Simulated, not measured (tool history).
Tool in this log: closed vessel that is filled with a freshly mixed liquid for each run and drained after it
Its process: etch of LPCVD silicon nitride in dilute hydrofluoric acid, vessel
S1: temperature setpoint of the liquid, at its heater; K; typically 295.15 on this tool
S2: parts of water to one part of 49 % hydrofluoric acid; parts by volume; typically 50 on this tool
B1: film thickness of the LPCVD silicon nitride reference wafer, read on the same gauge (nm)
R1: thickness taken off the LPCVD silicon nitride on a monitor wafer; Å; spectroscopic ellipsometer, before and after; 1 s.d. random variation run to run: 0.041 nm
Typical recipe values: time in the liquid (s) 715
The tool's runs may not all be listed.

{"run": 1, "hour": 0.0, "S1": 295.15, "S2": 70, "time in the liquid (s)": 715, "B1": 114.28, "R1": 37.4}
{"run": 2, "hour": 97.1, "S1": 295.15, "S2": 70, "time in the liquid (s)": 715, "B1": 114.39, "R1": 37.5}
{"run": 3, "hour": 138.2, "S1": 297.15, "S2": 50, "time in the liquid (s)": 715, "B1": 114.4, "R1": 60.5}
{"run": 4, "hour": 193.6, "S1": 297.15, "S2": 50, "time in the liquid (s)": 715, "B1": 114.54, "R1": 59.6}
{"run": 5, "hour": 288.1, "S1": 297.15, "S2": 50, "time in the liquid (s)": 715, "B1": 114.57, "R1": 59.7}
{"run": 6, "hour": 328.1, "S1": 295.15, "S2": 30, "time in the liquid (s)": 715, "B1": 114.67, "R1": 86.2}
{"run": 7, "hour": 381.2, "S1": 295.15, "S2": 30, "time in the liquid (s)": 715, "B1": 114.7, "R1": 86.1}
{"run": 8, "hour": 429.5, "S1": 296.65, "S2": 50, "time in the liquid (s)": 715, "B1": 114.73, "R1": 58.8}
{"run": 9, "hour": 651.9, "S1": 296.65, "S2": 50, "time in the liquid (s)": 715, "B1": 114.91, "R1": 57.5}
{"run": 10, "hour": 705.4, "S1": 295.15, "S2": 50, "time in the liquid (s)": 715, "B1": 114.87, "R1": 52.9}
{"hour": 710.4, "done": "gauge calibrated"}
{"hour": 807.5, "done": "thermometer replaced"}
{"run": 11, "hour": 813.3, "S1": 295.15, "S2": 50, "time in the liquid (s)": 715, "B1": 110.05, "R1": 49.7}
{"run": 12, "hour": 920.9, "S1": 292.65, "S2": 50, "time in the liquid (s)": 715, "B1": 110.74, "R1": 42.5}
{"run": 13, "hour": 959.2, "S1": 292.15, "S2": 70, "time in the liquid (s)": 555, "B1": 110.92, "R1": 22.8}
{"run": 14, "hour": 1013.5, "S1": 295.15, "S2": 50, "time in the liquid (s)": 715, "B1": 111.17, "R1": 50.9}
{"run": 15, "hour": 1056.9, "S1": 297.65, "S2": 35, "time in the liquid (s)": 840, "B1": 111.46, "R1": 100.9}
{"run": 16, "hour": 1149.0, "S1": 295.15, "S2": 50, "time in the liquid (s)": 715, "B1": 111.85, "R1": 51.0}
{"run": 17, "hour": 1212.1, "S1": 299.65, "S2": 60, "time in the liquid (s)": 530, "B1": 112.04, "R1": 43.3}
{"run": 18, "hour": 1274.1, "S1": 295.15, "S2": 50, "time in the liquid (s)": 930, "B1": 112.22, "R1": 67.3}
{"run": 19, "hour": 1329.0, "S1": 292.15, "S2": 70, "time in the liquid (s)": 715, "B1": 112.47, "R1": 30.3}
{"hour": 1510.9, "done": "thermometer replaced"}
{"run": 20, "hour": 1550.6, "S1": 298.15, "S2": 60, "time in the liquid (s)": 1115, "B1": 113.03, "R1": 82.9}
{"run": 21, "hour": 1620.8, "S1": 295.15, "S2": 50, "time in the liquid (s)": 715, "B1": 113.2, "R1": 52.3}
{"hour": 1639.8, "done": "hydrofluoric acid flow meter replaced"}
{"run": 22, "hour": 1707.7, "S1": 295.15, "S2": 30, "time in the liquid (s)": 1045, "B1": 113.33, "R1": 125.9}
{"run": 23, "hour": 1750.0, "S1": 296.65, "S2": 30, "time in the liquid (s)": 950, "B1": 113.37, "R1": 123.2}
{"run": 24, "hour": 1855.0, "S1": 292.65, "S2": 60, "time in the liquid (s)": 315, "B1": 113.56, "R1": 16.2}
{"run": 25, "hour": 1936.3, "S1": 295.15, "S2": 50, "time in the liquid (s)": 385, "B1": 113.71, "R1": 28.3}
{"run": 26, "hour": 2044.0, "S1": 298.15, "S2": 50, "time in the liquid (s)": 905, "B1": 113.81, "R1": 80.7}
{"run": 27, "hour": 2132.6, "S1": 298.15, "S2": 55, "time in the liquid (s)": 715, "B1": 113.89, "R1": 58.5}
{"run": 28, "hour": 2203.0, "S1": 295.15, "S2": 50, "time in the liquid (s)": 715, "B1": 113.93, "R1": 52.5}
{"run": 29, "hour": 2249.1, "S1": 299.15, "S2": 25, "time in the liquid (s)": 715, "B1": 113.99, "R1": 134.7}
{"run": 30, "hour": 2346.5, "S1": 295.15, "S2": 50, "time in the liquid (s)": 565, "B1": 114.1, "R1": 41.3}
{"hour": 2358.6, "done": "thermometer replaced"}
{"run": 31, "hour": 2426.2, "S1": 295.15, "S2": 65, "time in the liquid (s)": 715, "B1": 114.09, "R1": 40.3}
{"run": 32, "hour": 2531.2, "S1": 292.65, "S2": 35, "time in the liquid (s)": 960, "B1": 114.22, "R1": 83.5}

Below are 4 alternative next runs, each starting from the tool's condition after run 32. Predict each:
{"run": "A", "hour": 2532.0, "S1": 290.15, "S2": 50, "time in the liquid (s)": 715, "B1": "?", "R1": "?"}
{"run": "B", "hour": 2532.0, "S1": 295.15, "S2": 50, "time in the liquid (s)": 1140, "B1": "?", "R1": "?"}
{"run": "C", "hour": 2532.0, "S1": 296.65, "S2": 35, "time in the liquid (s)": 1025, "B1": "?", "R1": "?"}
{"run": "D", "hour": 2532.0, "S1": 295.15, "S2": 75, "time in the liquid (s)": 290, "B1": "?", "R1": "?"}

run=A B1=114.19 R1=37.2
run=B B1=114.19 R1=84.2
run=C B1=114.19 R1=118.6
run=D B1=114.19 R1=14.4
With the hidden condition removed and each run's random variation left untouched, the same runs would have given:
run=A R1=35.9
run=B R1=81.1
run=C R1=114.3
run=D R1=13.9
